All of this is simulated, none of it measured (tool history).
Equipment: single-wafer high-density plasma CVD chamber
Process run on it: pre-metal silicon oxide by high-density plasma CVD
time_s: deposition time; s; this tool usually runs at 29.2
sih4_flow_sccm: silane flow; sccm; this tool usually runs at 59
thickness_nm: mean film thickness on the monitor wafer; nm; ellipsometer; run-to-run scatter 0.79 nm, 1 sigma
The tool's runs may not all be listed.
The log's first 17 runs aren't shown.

run    hour  time_s  sih4_flow_sccm  wafers since the last listed run  hours since the silane flow controller was replaced  hours since the gauge calibration  read-back reference wafer on the same gauge, thickness_nm  thickness_nm
 18   866.4    30.8              59                              1161                                                145.5                              873.4                                                    155.981       194.814
 19   925.4    27.5              63                              1583                                                204.5                              932.4                                                    155.711       186.313
 20   989.8    34.8              50                              1728                                                268.9                              996.8                                                    156.263       187.511
 21  1057.2    29.2              59                              1808                                                336.3                             1064.2                                                     156.24       184.748
     1059.7  -- gauge calibrated
 22  1101.3    25.5              69                              1183                                                380.4                               41.6                                                    156.306       188.054
 23  1150.3    26.6              48                              1314                                                429.4                               90.6                                                    156.033       138.252
 24  1188.2    23.5              65                              1016                                                467.3                              128.5                                                    156.114       164.952
 25  1235.6    29.2              63                              1271                                                514.7                              175.9                                                    156.122       198.742
 26  1259.8      35              59                               649                                                538.9                              200.1                                                    156.383       222.092
 27  1324.3    29.2              59                              1730                                                603.4                              264.6                                                    155.908       185.309
 28  1358.1    33.1              56                               906                                                637.2                              298.4                                                    156.329       199.355
 29    1485    29.2              51                              3405                                                764.1                              425.3                                                    156.074       162.684
 30  1522.4    29.2              59                              1003                                                801.5                              462.7                                                    156.265       186.686
 31  1547.8    34.5              67                               681                                                826.9                              488.1                                                    156.068       250.092
 32  1582.8    25.1              66                               939                                                861.9                              523.1                                                    155.672       178.713
 33  1618.5    29.2              67                               957                                                897.6                              558.8                                                    156.023       209.318
 34  1666.5    29.2              68                              1288                                                945.6                              606.8                                                    155.986       214.368
 35  1703.2    26.3              64                               984                                                982.3                              643.5                                                    155.956       183.017
 36  1763.7    29.2              59                              1623                                               1042.8                                704                                                    156.017       187.551

Branching from run 36: 4 alternative next runs. What would each branch give?
  A  1764.1    32.1              59                                10                                               1043.2                              704.4                                                          ?             ?
  B  1764.1    27.6              56                                10                                               1043.2                              704.4                                                          ?             ?
  C  1764.1    29.2              52                                10                                               1043.2                              704.4                                                          ?             ?
  D  1764.1    29.2              66                                10                                               1043.2                              704.4                                                          ?             ?

run  read-back reference wafer on the same gauge, thickness_nm  thickness_nm
  A                                                    155.852       205.079
  B                                                    155.852       167.578
  C                                                    155.852       164.947
  D                                                    155.852       208.157
Without the tool's unlogged condition, the same runs would have read:
run  thickness_nm
  A       200.366
  B       163.727
  C       161.156
  D       203.373
